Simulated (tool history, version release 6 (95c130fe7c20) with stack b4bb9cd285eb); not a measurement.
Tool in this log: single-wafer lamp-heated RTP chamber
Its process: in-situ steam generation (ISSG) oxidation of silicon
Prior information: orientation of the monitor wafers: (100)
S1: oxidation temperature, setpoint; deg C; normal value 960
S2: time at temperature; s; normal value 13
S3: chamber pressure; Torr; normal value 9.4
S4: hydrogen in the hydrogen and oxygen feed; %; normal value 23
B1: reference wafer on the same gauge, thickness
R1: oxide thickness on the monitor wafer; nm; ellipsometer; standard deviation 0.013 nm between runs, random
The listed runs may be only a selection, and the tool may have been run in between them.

run,hour,S1,S2,S3,S4,B1,R1
1,0,960,13,9.4,23,3.717,4.053
2,17.5,960,13,9.4,23,3.72,4.043
3,44.5,960,13,9.4,23,3.724,4.069
4,62.2,960,13,9.4,23,3.717,4.04
5,86.6,960,13,9.4,23,3.719,4.043
6,110.7,960,13,9.4,23,3.718,4.026
# hour 180.5: hydrogen flow controller replaced
# hour 186.4: pyrometer window cleaned and pyrometer calibrated
7,208.1,960,13,9.4,23,3.72,3.955
# hour 237.4: gauge calibrated
# hour 238.8: pressure gauge zeroed
8,239.3,960,13,9.4,23,3.717,3.947
9,262.1,973,10,9.4,27,3.721,3.836
10,277.5,951,17,8.8,23,3.719,4.339
11,301,960,13,9.4,23,3.722,3.986

Estimate the outcome of run 12 from the log above:
12,314.8,960,13,9.4,23,?,?

For run 12 the tool returned B1 3.72, R1 3.991 nm.
The same run, on a tool lacking any hidden state, would have yielded R1 3.935 nm.

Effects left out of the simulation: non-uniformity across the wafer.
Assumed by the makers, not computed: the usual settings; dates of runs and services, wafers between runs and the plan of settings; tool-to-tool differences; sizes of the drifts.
